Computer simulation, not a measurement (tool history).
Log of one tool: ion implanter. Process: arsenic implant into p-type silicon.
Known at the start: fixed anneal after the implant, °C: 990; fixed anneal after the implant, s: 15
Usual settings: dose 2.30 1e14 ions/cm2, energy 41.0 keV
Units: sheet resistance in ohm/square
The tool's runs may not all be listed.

run,hour,dose,energy,wafers since the last listed run,hours since the last dose calibration,hours since the extraction supply was calibrated,hours since the gauge calibration,"read-back reference wafer on the same gauge, sheet resistance",sheet resistance
1,0.0,2.30,41.0,0,347.9,2818.9,1014.8,374.04,332.24
2,68.6,2.30,41.0,2064,416.5,2887.5,1083.4,372.95,330.77
3,165.2,2.83,32.0,2907,513.1,2984.1,1180.0,371.92,295.56
4,205.5,2.83,32.0,1213,553.4,3024.4,1220.3,371.42,295.18
# hour 234.3: Faraday cup replaced and dose calibrated
5,272.0,2.30,44.5,1760,37.7,3090.9,1286.8,370.63,325.64
6,348.7,2.30,44.5,2308,114.4,3167.6,1363.5,369.65,325.22
7,398.3,2.30,44.5,1492,164.0,3217.2,1413.1,369.46,325.58
8,491.0,2.07,46.0,2790,256.7,3309.9,1505.8,368.14,346.58
9,567.3,2.07,46.0,2296,333.0,3386.2,1582.1,367.24,345.48
10,654.7,2.30,41.0,2630,420.4,3473.6,1669.5,366.41,326.38
# hour 750.4: gauge calibrated
11,752.1,2.30,41.0,2931,517.8,3571.0,1.7,383.66,341.15
# hour 821.2: Faraday cup replaced and dose calibrated
# hour 836.2: extraction supply calibrated
12,838.1,1.78,53.0,2106,16.9,1.9,87.7,382.84,392.70
13,878.4,2.30,41.0,1213,57.2,42.2,128.0,382.14,337.06
14,929.4,2.30,34.0,1535,108.2,93.2,179.0,382.14,349.75
15,1035.5,2.79,53.0,3193,214.3,199.3,285.1,381.17,283.04
16,1110.0,2.30,41.0,2242,288.8,273.8,359.6,380.40,339.95
17,1160.2,2.75,55.0,1511,339.0,324.0,409.8,379.15,281.65
18,1248.1,2.96,45.5,2645,426.9,411.9,497.7,378.21,275.94
19,1288.1,1.69,29.0,1203,466.9,451.9,537.7,377.98,443.82
20,1381.9,2.30,36.5,2823,560.7,545.7,631.5,376.83,341.79
21,1420.0,2.30,41.0,1146,598.8,583.8,669.6,376.39,331.73
# hour 1504.9: Faraday cup replaced and dose calibrated
22,1526.2,2.30,41.0,2955,21.3,690.0,775.8,374.98,332.78

Alternative continuations, all from the tool just after run 22; predict every row:
A,1526.6,1.97,41.0,12,21.7,690.4,776.2,?,?
B,1526.6,1.82,48.5,12,21.7,690.4,776.2,?,?
C,1526.6,1.77,37.0,12,21.7,690.4,776.2,?,?
D,1526.6,2.30,34.5,12,21.7,690.4,776.2,?,?
E,1526.6,2.86,41.0,12,21.7,690.4,776.2,?,?

run,"read-back reference wafer on the same gauge, sheet resistance",sheet resistance
A,375.59,373.54
B,375.59,384.05
C,375.59,409.96
D,375.59,343.49
E,375.59,285.42
With the hidden condition removed and each run's random variation left untouched, the same runs would have given:
run,sheet resistance
A,385.25
B,396.09
C,422.81
D,354.26
E,294.37

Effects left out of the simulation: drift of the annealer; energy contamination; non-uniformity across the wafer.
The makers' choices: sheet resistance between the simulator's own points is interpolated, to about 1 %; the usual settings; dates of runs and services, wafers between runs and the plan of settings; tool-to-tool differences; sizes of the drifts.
